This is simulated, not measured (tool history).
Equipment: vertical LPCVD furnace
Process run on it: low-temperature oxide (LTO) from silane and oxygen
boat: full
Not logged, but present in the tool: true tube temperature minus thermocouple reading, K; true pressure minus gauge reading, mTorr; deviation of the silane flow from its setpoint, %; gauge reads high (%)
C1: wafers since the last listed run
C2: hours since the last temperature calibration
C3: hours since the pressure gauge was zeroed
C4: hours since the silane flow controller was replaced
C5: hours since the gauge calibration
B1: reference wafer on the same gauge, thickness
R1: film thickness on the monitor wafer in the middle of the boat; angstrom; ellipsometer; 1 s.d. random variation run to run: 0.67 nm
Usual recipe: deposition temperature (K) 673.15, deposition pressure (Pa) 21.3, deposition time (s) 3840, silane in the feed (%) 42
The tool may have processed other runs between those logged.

run 1 hour=0.0 | deposition_temperature_(K)=677.15 deposition_pressure_(Pa)=21.3 deposition_time_(s)=2970 silane_in_the_feed_(%)=42 | C1=0 C2=3047.9 C3=3355.6 C4=3498.1 C5=19.7 | B1=391.03 | R1=3786.9
run 2 hour=11.8 | deposition_temperature_(K)=673.15 deposition_pressure_(Pa)=21.3 deposition_time_(s)=3840 silane_in_the_feed_(%)=42 | C1=104 C2=3059.7 C3=3367.4 C4=3509.9 C5=31.5 | B1=391.05 | R1=4689.5
run 3 hour=49.1 | deposition_temperature_(K)=673.15 deposition_pressure_(Pa)=21.3 deposition_time_(s)=3840 silane_in_the_feed_(%)=42 | C1=330 C2=3097.0 C3=3404.7 C4=3547.2 C5=68.8 | B1=391.07 | R1=4681.6
run 4 hour=70.5 | deposition_temperature_(K)=682.15 deposition_pressure_(Pa)=21.3 deposition_time_(s)=3840 silane_in_the_feed_(%)=42 | C1=189 C2=3118.4 C3=3426.1 C4=3568.6 C5=90.2 | B1=391.07 | R1=5164.0
run 5 hour=83.6 | deposition_temperature_(K)=682.15 deposition_pressure_(Pa)=21.3 deposition_time_(s)=3840 silane_in_the_feed_(%)=42 | C1=116 C2=3131.5 C3=3439.2 C4=3581.7 C5=103.3 | B1=391.17 | R1=5169.6
run 6 hour=92.2 | deposition_temperature_(K)=673.15 deposition_pressure_(Pa)=21.3 deposition_time_(s)=3840 silane_in_the_feed_(%)=42 | C1=76 C2=3140.1 C3=3447.8 C4=3590.3 C5=111.9 | B1=390.95 | R1=4701.5
run 7 hour=111.4 | deposition_temperature_(K)=673.15 deposition_pressure_(Pa)=21.3 deposition_time_(s)=3840 silane_in_the_feed_(%)=42 | C1=170 C2=3159.3 C3=3467.0 C4=3609.5 C5=131.1 | B1=390.98 | R1=4697.8
run 8 hour=125.3 | deposition_temperature_(K)=673.15 deposition_pressure_(Pa)=21.3 deposition_time_(s)=3840 silane_in_the_feed_(%)=42 | C1=123 C2=3173.2 C3=3480.9 C4=3623.4 C5=145.0 | B1=390.96 | R1=4698.6
run 9 hour=144.6 | deposition_temperature_(K)=664.15 deposition_pressure_(Pa)=21.3 deposition_time_(s)=3840 silane_in_the_feed_(%)=42 | C1=170 C2=3192.5 C3=3500.2 C4=3642.7 C5=164.3 | B1=391.11 | R1=4243.6
run 10 hour=155.9 | deposition_temperature_(K)=664.15 deposition_pressure_(Pa)=21.3 deposition_time_(s)=3840 silane_in_the_feed_(%)=42 | C1=100 C2=3203.8 C3=3511.5 C4=3654.0 C5=175.6 | B1=391.02 | R1=4251.8
run 11 hour=177.4 | deposition_temperature_(K)=664.15 deposition_pressure_(Pa)=21.3 deposition_time_(s)=3840 silane_in_the_feed_(%)=42 | C1=190 C2=3225.3 C3=3533.0 C4=3675.5 C5=197.1 | B1=391.03 | R1=4236.6
-- hour=205.2 thermocouples replaced and temperature profile calibrated
run 12 hour=205.7 | deposition_temperature_(K)=673.15 deposition_pressure_(Pa)=21.3 deposition_time_(s)=3840 silane_in_the_feed_(%)=42 | C1=38 C2=0.5 C3=3561.3 C4=3703.8 C5=225.4 | B1=391.00 | R1=4691.2
run 13 hour=211.1 | deposition_temperature_(K)=673.15 deposition_pressure_(Pa)=21.3 deposition_time_(s)=3840 silane_in_the_feed_(%)=42 | C1=47 C2=5.9 C3=3566.7 C4=3709.2 C5=230.8 | B1=391.14 | R1=4696.8
run 14 hour=216.5 | deposition_temperature_(K)=673.15 deposition_pressure_(Pa)=21.3 deposition_time_(s)=3840 silane_in_the_feed_(%)=42 | C1=47 C2=11.3 C3=3572.1 C4=3714.6 C5=236.2 | B1=390.97 | R1=4695.5
run 15 hour=232.1 | deposition_temperature_(K)=679.15 deposition_pressure_(Pa)=21.3 deposition_time_(s)=3840 silane_in_the_feed_(%)=42 | C1=138 C2=26.9 C3=3587.7 C4=3730.2 C5=251.8 | B1=391.06 | R1=5005.7
run 16 hour=248.6 | deposition_temperature_(K)=673.15 deposition_pressure_(Pa)=21.3 deposition_time_(s)=3840 silane_in_the_feed_(%)=42 | C1=146 C2=43.4 C3=3604.2 C4=3746.7 C5=268.3 | B1=391.16 | R1=4688.4
run 17 hour=303.8 | deposition_temperature_(K)=673.15 deposition_pressure_(Pa)=21.3 deposition_time_(s)=3840 silane_in_the_feed_(%)=42 | C1=488 C2=98.6 C3=3659.4 C4=3801.9 C5=323.5 | B1=391.08 | R1=4692.9
-- hour=331.8 silane flow controller replaced
run 18 hour=332.3 | deposition_temperature_(K)=673.15 deposition_pressure_(Pa)=21.3 deposition_time_(s)=3840 silane_in_the_feed_(%)=42 | C1=39 C2=127.1 C3=3687.9 C4=0.5 C5=352.0 | B1=391.15 | R1=4689.0
run 19 hour=337.6 | deposition_temperature_(K)=673.15 deposition_pressure_(Pa)=24.7 deposition_time_(s)=3060 silane_in_the_feed_(%)=42 | C1=46 C2=132.4 C3=3693.2 C4=5.8 C5=357.3 | B1=390.80 | R1=4281.7
run 20 hour=358.9 | deposition_temperature_(K)=673.15 deposition_pressure_(Pa)=21.3 deposition_time_(s)=4500 silane_in_the_feed_(%)=35 | C1=188 C2=153.7 C3=3714.5 C4=27.1 C5=378.6 | B1=391.00 | R1=4382.8
run 21 hour=375.5 | deposition_temperature_(K)=681.15 deposition_pressure_(Pa)=19.3 deposition_time_(s)=4650 silane_in_the_feed_(%)=46 | C1=147 C2=170.3 C3=3731.1 C4=43.7 C5=395.2 | B1=391.00 | R1=6209.5
-- hour=401.7 gauge calibrated
-- hour=406.5 pressure gauge zeroed
run 22 hour=407.0 | deposition_temperature_(K)=679.15 deposition_pressure_(Pa)=21.3 deposition_time_(s)=3840 silane_in_the_feed_(%)=42 | C1=66 C2=201.8 C3=0.5 C4=75.2 C5=5.3 | B1=390.96 | R1=4733.2
run 23 hour=412.3 | deposition_temperature_(K)=673.15 deposition_pressure_(Pa)=21.3 deposition_time_(s)=3840 silane_in_the_feed_(%)=42 | C1=46 C2=207.1 C3=5.8 C4=80.5 C5=10.6 | B1=391.01 | R1=4445.3
run 24 hour=419.0 | deposition_temperature_(K)=673.15 deposition_pressure_(Pa)=21.3 deposition_time_(s)=3180 silane_in_the_feed_(%)=42 | C1=59 C2=213.8 C3=12.5 C4=87.2 C5=17.3 | B1=390.95 | R1=3685.0
run 25 hour=435.5 | deposition_temperature_(K)=673.15 deposition_pressure_(Pa)=21.3 deposition_time_(s)=3840 silane_in_the_feed_(%)=42 | C1=146 C2=230.3 C3=29.0 C4=103.7 C5=33.8 | B1=390.91 | R1=4445.8
run 26 hour=444.9 | deposition_temperature_(K)=676.15 deposition_pressure_(Pa)=16.7 deposition_time_(s)=3120 silane_in_the_feed_(%)=49 | C1=83 C2=239.7 C3=38.4 C4=113.1 C5=43.2 | B1=390.97 | R1=3388.3
run 27 hour=463.5 | deposition_temperature_(K)=682.15 deposition_pressure_(Pa)=21.3 deposition_time_(s)=5340 silane_in_the_feed_(%)=42 | C1=164 C2=258.3 C3=57.0 C4=131.7 C5=61.8 | B1=391.04 | R1=6803.8
run 28 hour=482.0 | deposition_temperature_(K)=685.15 deposition_pressure_(Pa)=23.3 deposition_time_(s)=4740 silane_in_the_feed_(%)=35 | C1=163 C2=276.8 C3=75.5 C4=150.2 C5=80.3 | B1=390.98 | R1=5484.4
run 29 hour=498.3 | deposition_temperature_(K)=673.15 deposition_pressure_(Pa)=21.3 deposition_time_(s)=3840 silane_in_the_feed_(%)=34 | C1=144 C2=293.1 C3=91.8 C4=166.5 C5=96.6 | B1=391.00 | R1=3416.5
run 30 hour=517.2 | deposition_temperature_(K)=673.15 deposition_pressure_(Pa)=21.3 deposition_time_(s)=3840 silane_in_the_feed_(%)=42 | C1=167 C2=312.0 C3=110.7 C4=185.4 C5=115.5 | B1=391.05 | R1=4458.5
run 31 hour=535.2 | deposition_temperature_(K)=673.15 deposition_pressure_(Pa)=19.3 deposition_time_(s)=3840 silane_in_the_feed_(%)=48 | C1=159 C2=330.0 C3=128.7 C4=203.4 C5=133.5 | B1=390.94 | R1=4633.3

Here are 4 independent what-if runs from the current tool condition. What would each one return?
run A hour=540.7 | deposition_temperature_(K)=673.15 deposition_pressure_(Pa)=21.3 deposition_time_(s)=3840 silane_in_the_feed_(%)=42 | C1=48 C2=335.5 C3=134.2 C4=208.9 C5=139.0 | B1=? | R1=?
run B hour=540.7 | deposition_temperature_(K)=684.15 deposition_pressure_(Pa)=21.3 deposition_time_(s)=3840 silane_in_the_feed_(%)=42 | C1=48 C2=335.5 C3=134.2 C4=208.9 C5=139.0 | B1=? | R1=?
run C hour=540.7 | deposition_temperature_(K)=673.15 deposition_pressure_(Pa)=16.7 deposition_time_(s)=2340 silane_in_the_feed_(%)=38 | C1=48 C2=335.5 C3=134.2 C4=208.9 C5=139.0 | B1=? | R1=?
run D hour=540.7 | deposition_temperature_(K)=680.15 deposition_pressure_(Pa)=26.0 deposition_time_(s)=5340 silane_in_the_feed_(%)=35 | C1=48 C2=335.5 C3=134.2 C4=208.9 C5=139.0 | B1=? | R1=?

run=A B1=390.97 R1=4461.3
run=B B1=390.97 R1=5014.4
run=C B1=390.97 R1=1884.6
run=D B1=390.97 R1=6532.2
Had the tool no hidden state, the same runs would have come out as:
run=A R1=4466.8
run=B R1=5020.5
run=C R1=1887.6
run=D R1=6538.8

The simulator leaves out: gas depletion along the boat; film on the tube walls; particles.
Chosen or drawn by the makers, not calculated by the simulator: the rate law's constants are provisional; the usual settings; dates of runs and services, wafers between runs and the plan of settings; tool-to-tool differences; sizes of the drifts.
